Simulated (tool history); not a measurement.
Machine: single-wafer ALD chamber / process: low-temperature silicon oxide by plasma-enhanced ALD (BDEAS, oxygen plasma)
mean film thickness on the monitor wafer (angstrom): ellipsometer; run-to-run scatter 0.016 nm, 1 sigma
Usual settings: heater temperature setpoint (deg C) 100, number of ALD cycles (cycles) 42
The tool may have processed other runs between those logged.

run   hour  heater temperature setpoint (deg C)  number of ALD cycles (cycles)  read-back reference wafer on the same gauge, thickness_nm  mean film thickness on the monitor wafer (angstrom)
  1      0                                  100                             49                                                      5.823                                                74.07
  2   11.1                                  100                             49                                                      5.815                                                73.76
  3     29                                  100                             42                                                      5.818                                                63.11
  4   44.4                                  100                             42                                                      5.819                                                63.32
  5     58                                  100                             42                                                      5.824                                                63.26
  6   66.7                                   95                             42                                                      5.816                                                64.57
  7   77.1                                   95                             42                                                      5.816                                                64.35
      91.3  -- thermocouple changed; heater temperature recalibrated
  8   91.8                                   95                             42                                                      5.821                                                64.23
  9   96.8                                  100                             42                                                      5.824                                                63.22
 10  110.9                                   89                             45                                                       5.82                                                70.12
     111.7  -- gauge calibrated
 11    125                                  100                             42                                                      5.813                                                63.51
 12  132.8                                  107                             46                                                      5.821                                                68.18
 13  139.4                                  109                             34                                                      5.815                                                50.34
 14  153.2                                   89                             42                                                       5.82                                                65.64
 15  171.1                                  100                             36                                                      5.823                                                 54.2
 16  177.1                                  100                             42                                                      5.826                                                62.92
 17    193                                  107                             35                                                      5.824                                                51.96
 18  207.2                                  100                             42                                                      5.824                                                63.27

Forecast each of these 5 alternatives for the next run:
  A  207.7                                  100                             42                                                          ?                                                    ?
  B  207.7                                  108                             45                                                          ?                                                    ?
  C  207.7                                  100                             45                                                          ?                                                    ?
  D  207.7                                  114                             49                                                          ?                                                    ?
  E  207.7                                  114                             42                                                          ?                                                    ?

run  read-back reference wafer on the same gauge, thickness_nm  mean film thickness on the monitor wafer (angstrom)
  A                                                      5.818                                                62.99
  B                                                      5.818                                                66.58
  C                                                      5.818                                                67.48
  D                                                      5.818                                                71.76
  E                                                      5.818                                                61.51
The same runs, with their run-to-run variation unchanged, on a tool lacking any hidden condition would have given:
run  mean film thickness on the monitor wafer (angstrom)
  A                                                62.99
  B                                                66.58
  C                                                67.48
  D                                                71.76
  E                                                61.51
